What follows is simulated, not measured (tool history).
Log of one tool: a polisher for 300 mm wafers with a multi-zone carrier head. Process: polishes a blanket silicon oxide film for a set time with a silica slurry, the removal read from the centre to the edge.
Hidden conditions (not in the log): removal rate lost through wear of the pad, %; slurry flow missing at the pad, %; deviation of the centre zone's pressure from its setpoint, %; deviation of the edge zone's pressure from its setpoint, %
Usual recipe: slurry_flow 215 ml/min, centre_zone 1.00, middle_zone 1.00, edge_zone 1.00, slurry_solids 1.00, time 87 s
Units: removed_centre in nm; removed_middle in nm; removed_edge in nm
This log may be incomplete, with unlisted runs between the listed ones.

run   hour  slurry_flow  centre_zone  middle_zone  edge_zone  slurry_solids  time  wafers since the last listed run  wafers polished on this pad  hours since the slurry nozzle was cleaned  hours since the centre zone pressure was calibrated  hours since the edge zone pressure was calibrated  hours since the carrier head's membrane was replaced  incoming thickness of the incoming film, nm  removed_centre  removed_middle  removed_edge
  1    0.0          215         1.00         1.00       0.91           1.00   105                                 0                          188                                      536.0                                                932.6                                             1069.9                                                1724.0                                       1371.3           341.3           342.1         315.8
  2   17.5          215         1.00         1.00       1.00           1.00    87                               170                          359                                      553.5                                                950.1                                             1087.4                                                1741.5                                       1349.7           276.0           282.7         265.2
  3   24.4          170         1.00         1.00       1.00           1.00    87                                67                          426                                      560.4                                                957.0                                             1094.3                                                1748.4                                       1320.0           265.2           261.2         258.9
  4   31.8          170         1.00         1.00       1.00           1.00    87                                72                          498                                      567.8                                                964.4                                             1101.7                                                1755.8                                       1363.0           260.9           264.0         260.3
  5   48.4          215         1.00         1.00       1.00           1.00    87                               162                          660                                      584.4                                                981.0                                             1118.3                                                1772.4                                       1347.6           265.6           268.2         260.1
  6   59.8          215         1.00         1.00       1.00           1.00    87                               111                          772                                      595.8                                                992.4                                             1129.7                                                1783.8                                       1357.4           268.1           264.2         270.3
      69.7  -- worn pad replaced by a new one
  7   75.9          215         1.00         1.00       1.00           1.00    87                               118                           60                                      611.9                                               1008.5                                             1145.8                                                1799.9                                       1351.6           297.4           293.9         293.9
  8   90.8          215         1.00         1.00       1.00           1.00    67                               145                          205                                      626.8                                               1023.4                                             1160.7                                                1814.8                                       1338.7           216.6           215.0         215.8
  9  108.3          215         1.00         1.00       1.00           1.00    87                               170                          376                                      644.3                                               1040.9                                             1178.2                                                1832.3                                       1332.0           274.4           276.4         268.9
 10  120.3          215         1.00         1.00       1.00           1.00    87                               117                          493                                      656.3                                               1052.9                                             1190.2                                                1844.3                                       1358.6           274.1           270.1         267.6
     123.9  -- edge zone pressure recalibrated
     142.5  -- slurry nozzle cleaned
     150.0  -- worn pad replaced by a new one
 11  166.9          270         1.06         1.00       1.00           1.15    87                               386                          165                                       24.4                                               1099.5                                               43.0                                                1890.9                                       1356.6           338.9           332.4         313.1
 12  176.7          215         1.00         1.09       1.00           1.00    87                                95                          261                                       34.2                                               1109.3                                               52.8                                                1900.7                                       1344.9           281.2           306.1         280.4
     182.3  -- carrier head's membrane replaced by a new one
 13  186.1          215         1.00         0.91       1.08           1.00    87                                42                          304                                       43.6                                               1118.7                                               62.2                                                   3.8                                       1349.0           275.3           258.3         279.7
 14  195.6          215         1.00         1.00       1.00           1.00    87                                92                          396                                       53.1                                               1128.2                                               71.7                                                  13.3                                       1357.8           273.0           274.1         265.3
     204.4  -- centre zone pressure recalibrated
 15  204.9          170         1.00         1.10       0.88           1.25    87                                71                          468                                       62.4                                                  0.5                                               81.0                                                  22.6                                       1358.4           299.7           328.8         285.4
 16  210.5          215         1.00         1.00       1.00           1.00    87                                54                          522                                       68.0                                                  6.1                                               86.6                                                  28.2                                       1345.8           269.3           269.0         259.2
 17  226.3          215         1.09         1.00       1.00           1.20    61                               154                          677                                       83.8                                                 21.9                                              102.4                                                  44.0                                       1357.4           231.4           214.7         206.9
 18  237.9          155         1.00         1.08       1.00           1.00    87                               113                          790                                       95.4                                                 33.5                                              114.0                                                  55.6                                       1341.7           255.7           274.5         244.3
     242.8  -- worn pad replaced by a new one
 19  249.6          165         1.00         1.00       1.00           0.80    68                                75                           66                                      107.1                                                 45.2                                              125.7                                                  67.3                                       1347.9           176.0           176.3         179.1
 20  257.1          215         1.00         1.09       1.00           1.00    87                                73                          139                                      114.6                                                 52.7                                              133.2                                                  74.8                                       1363.1           281.9           309.3         274.8
 21  263.4          215         1.04         1.00       1.00           1.00    87                                61                          201                                      120.9                                                 59.0                                              139.5                                                  81.1                                       1331.0           288.1           288.2         275.4
 22  271.6          215         0.93         1.00       1.00           1.00    69                                80                          281                                      129.1                                                 67.2                                              147.7                                                  89.3                                       1352.6           205.8           222.4         214.4

Predict each of these 3 candidate next runs independently; none follows another, all start after run 22:
  A  272.0          215         1.00         1.00       1.00           1.00    65                                 3                          285                                      129.5                                                 67.6                                              148.1                                                  89.7                                       1332.9               ?               ?             ?
  B  272.0          215         1.00         1.00       1.11           1.00    87                                 3                          285                                      129.5                                                 67.6                                              148.1                                                  89.7                                       1332.9               ?               ?             ?
  C  272.0          215         1.00         1.00       1.00           0.75    69                                 3                          285                                      129.5                                                 67.6                                              148.1                                                  89.7                                       1332.9               ?               ?             ?

run  removed_centre  removed_middle  removed_edge
  A           209.3           206.5         201.8
  B           280.2           276.4         281.7
  C           166.3           164.1         160.3
With the hidden condition removed and each run's random variation left untouched, the same runs would have given:
run  removed_centre  removed_middle  removed_edge
  A           226.7           223.6         218.5
  B           303.4           299.3         305.0
  C           180.1           177.7         173.6

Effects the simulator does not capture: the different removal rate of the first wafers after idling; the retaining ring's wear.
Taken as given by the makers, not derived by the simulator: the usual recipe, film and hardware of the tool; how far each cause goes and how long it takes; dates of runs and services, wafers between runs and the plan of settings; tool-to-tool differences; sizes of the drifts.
